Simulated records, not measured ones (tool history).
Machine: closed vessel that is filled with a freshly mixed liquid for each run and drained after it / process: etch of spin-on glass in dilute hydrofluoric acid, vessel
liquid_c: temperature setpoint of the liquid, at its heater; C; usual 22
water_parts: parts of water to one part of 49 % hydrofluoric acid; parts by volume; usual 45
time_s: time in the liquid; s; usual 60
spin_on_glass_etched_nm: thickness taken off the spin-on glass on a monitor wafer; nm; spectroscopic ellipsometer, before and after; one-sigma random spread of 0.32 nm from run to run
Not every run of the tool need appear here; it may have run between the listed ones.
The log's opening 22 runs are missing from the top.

run,day,liquid_c,water_parts,time_s,"read-back film thickness of the spin-on glass reference wafer, read on the same gauge (nm)",spin_on_glass_etched_nm
23,26.108,22,45,40,59.98,34.5
24,27.321,22,45,60,60.02,51.43
25,28.146,20.5,65,80,60.01,43.45
26,28.654,17,35,80,59.98,72.23
27,29.346,26.5,30,70,59.99,111.38
28,30.617,20.5,35,30,60.02,31.7
29,31.712,19.5,40,80,60.01,71.04
30,33.112,22,60,80,60.02,51.55
31,34.279,25,65,30,59.99,19.77
32,35.338,22,45,60,59.98,52.1
33,36.25,22,55,90,60,63.46

5 ways to go on from here, each from the tool as it stands after run 33. What would each give?
A,36.279,22,45,45,?,?
B,36.279,17.5,55,30,?,?
C,36.279,24.5,60,40,?,?
D,36.279,22,35,60,?,?
E,36.279,25,60,60,?,?

run,"read-back film thickness of the spin-on glass reference wafer, read on the same gauge (nm)",spin_on_glass_etched_nm
A,60,39.11
B,60,17.42
C,60,28.32
D,60,67.92
E,60,43.34
Had the tool no hidden state, the same runs would have come out as:
run,spin_on_glass_etched_nm
A,37.6
B,16.73
C,27.26
D,65.28
E,41.73
